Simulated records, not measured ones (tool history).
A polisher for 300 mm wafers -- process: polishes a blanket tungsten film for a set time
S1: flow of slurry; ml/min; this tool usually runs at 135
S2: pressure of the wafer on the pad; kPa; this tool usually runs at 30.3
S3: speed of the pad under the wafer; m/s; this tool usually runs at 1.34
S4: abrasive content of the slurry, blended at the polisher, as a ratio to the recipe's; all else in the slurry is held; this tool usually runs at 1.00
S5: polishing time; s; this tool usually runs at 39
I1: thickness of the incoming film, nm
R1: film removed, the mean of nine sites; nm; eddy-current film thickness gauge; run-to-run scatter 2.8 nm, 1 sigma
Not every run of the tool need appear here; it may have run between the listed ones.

{"run": 1, "hour": 0.0, "S1": 135, "S2": 30.3, "S3": 1.34, "S4": 1.0, "S5": 39, "I1": 825.4, "R1": 253.1}
{"run": 2, "hour": 51.9, "S1": 135, "S2": 30.3, "S3": 1.34, "S4": 1.0, "S5": 39, "I1": 822.2, "R1": 245.2}
{"run": 3, "hour": 105.1, "S1": 135, "S2": 30.3, "S3": 1.34, "S4": 1.0, "S5": 39, "I1": 830.8, "R1": 249.4}
{"hour": 140.2, "done": "slurry tank refilled with fresh slurry and peroxide"}
{"run": 4, "hour": 193.0, "S1": 135, "S2": 30.3, "S3": 1.34, "S4": 1.0, "S5": 39, "I1": 821.3, "R1": 242.9}
{"hour": 208.1, "done": "slurry nozzle cleaned"}
{"run": 5, "hour": 291.8, "S1": 165, "S2": 30.3, "S3": 1.34, "S4": 1.0, "S5": 39, "I1": 818.1, "R1": 273.1}
{"run": 6, "hour": 335.4, "S1": 165, "S2": 30.3, "S3": 1.34, "S4": 1.0, "S5": 39, "I1": 816.6, "R1": 266.4}
{"hour": 391.0, "done": "slurry blender recalibrated"}
{"run": 7, "hour": 414.3, "S1": 165, "S2": 30.3, "S3": 1.34, "S4": 1.0, "S5": 39, "I1": 826.6, "R1": 261.6}
{"run": 8, "hour": 469.8, "S1": 135, "S2": 30.3, "S3": 1.34, "S4": 0.95, "S5": 39, "I1": 818.5, "R1": 253.5}
{"run": 9, "hour": 545.1, "S1": 135, "S2": 30.3, "S3": 1.34, "S4": 0.95, "S5": 39, "I1": 809.0, "R1": 249.6}
{"hour": 573.8, "done": "worn pad replaced by a new one, of another model than before"}
{"hour": 682.4, "done": "slurry tank refilled with fresh slurry and peroxide"}
{"hour": 755.6, "done": "head pressure recalibrated"}
{"hour": 781.1, "done": "slurry nozzle cleaned"}
{"run": 10, "hour": 799.7, "S1": 115, "S2": 30.3, "S3": 1.34, "S4": 1.0, "S5": 48, "I1": 822.8, "R1": 310.7}
{"hour": 906.1, "done": "slurry blender recalibrated"}
{"run": 11, "hour": 906.6, "S1": 135, "S2": 30.3, "S3": 1.34, "S4": 1.0, "S5": 39, "I1": 826.9, "R1": 249.8}
{"run": 12, "hour": 985.3, "S1": 90, "S2": 30.3, "S3": 1.34, "S4": 1.2, "S5": 39, "I1": 826.0, "R1": 210.7}
{"run": 13, "hour": 1064.2, "S1": 135, "S2": 33.1, "S3": 1.34, "S4": 1.15, "S5": 39, "I1": 820.0, "R1": 256.6}
{"run": 14, "hour": 1103.2, "S1": 150, "S2": 30.3, "S3": 1.34, "S4": 1.0, "S5": 39, "I1": 823.5, "R1": 238.7}
{"hour": 1120.3, "done": "worn pad replaced by a new one"}
{"run": 15, "hour": 1268.2, "S1": 135, "S2": 30.3, "S3": 1.64, "S4": 0.7, "S5": 45, "I1": 825.8, "R1": 268.1}
{"hour": 1294.5, "done": "slurry nozzle cleaned"}
{"hour": 1306.1, "done": "slurry tank refilled with fresh slurry and peroxide"}
{"run": 16, "hour": 1325.1, "S1": 150, "S2": 30.3, "S3": 0.9, "S4": 0.9, "S5": 47, "I1": 829.0, "R1": 276.9}
{"run": 17, "hour": 1368.7, "S1": 150, "S2": 30.3, "S3": 1.34, "S4": 1.0, "S5": 49, "I1": 820.1, "R1": 337.5}
{"run": 18, "hour": 1514.4, "S1": 155, "S2": 30.3, "S3": 1.34, "S4": 1.0, "S5": 39, "I1": 822.9, "R1": 257.4}
{"hour": 1521.2, "done": "slurry blender recalibrated"}
{"run": 19, "hour": 1605.1, "S1": 155, "S2": 37.2, "S3": 1.76, "S4": 1.0, "S5": 39, "I1": 810.0, "R1": 319.7}
{"hour": 1691.6, "done": "worn pad replaced by a new one"}
{"run": 20, "hour": 1692.1, "S1": 135, "S2": 34.5, "S3": 1.68, "S4": 0.8, "S5": 28, "I1": 817.1, "R1": 193.5}
{"hour": 1743.0, "done": "head pressure recalibrated"}
{"run": 21, "hour": 1787.1, "S1": 135, "S2": 40.0, "S3": 1.34, "S4": 1.1, "S5": 39, "I1": 823.4, "R1": 280.8}
{"hour": 1802.9, "done": "slurry tank refilled with fresh slurry and peroxide"}
{"run": 22, "hour": 1878.2, "S1": 135, "S2": 30.3, "S3": 1.34, "S4": 1.0, "S5": 39, "I1": 823.9, "R1": 232.9}
{"run": 23, "hour": 1937.0, "S1": 135, "S2": 30.3, "S3": 1.34, "S4": 1.0, "S5": 31, "I1": 812.9, "R1": 187.3}
{"hour": 1938.5, "done": "slurry nozzle cleaned"}
{"hour": 2135.6, "done": "slurry blender recalibrated"}
{"run": 24, "hour": 2173.2, "S1": 135, "S2": 30.3, "S3": 1.34, "S4": 1.0, "S5": 39, "I1": 816.0, "R1": 238.4}
{"hour": 2194.9, "done": "worn pad replaced by a new one"}
{"run": 25, "hour": 2240.2, "S1": 135, "S2": 30.3, "S3": 1.34, "S4": 1.0, "S5": 39, "I1": 836.5, "R1": 229.0}

Measured result minus the same run's result without the hidden state. Both carry the same run-to-run variation, though not necessarily the same gauge scatter:
Hidden conditions of the tool in this case: removal rate lost through wear of the pad, %; slurry flow missing at the pad, %; deviation of the head's pressure from its setpoint, %; abrasive missing from the slurry, %; peroxide lost from the slurry, %.
run=1 R1=-20.4
run=2 R1=-20.7
run=3 R1=-21.7
run=4 R1=-22.0
run=5 R1=-8.6
run=6 R1=-11.1
run=7 R1=-14.8
run=8 R1=-19.0
run=9 R1=-21.1
run=10 R1=-9.1
run=11 R1=-20.5
run=12 R1=-38.0
run=13 R1=-38.3
run=14 R1=-34.6
run=15 R1=-53.1
run=16 R1=-5.0
run=17 R1=-12.5
run=18 R1=-22.9
run=19 R1=-36.2
run=20 R1=-29.0
run=21 R1=-46.2
run=22 R1=-40.4
run=23 R1=-33.2
run=24 R1=-32.3
run=25 R1=-36.7
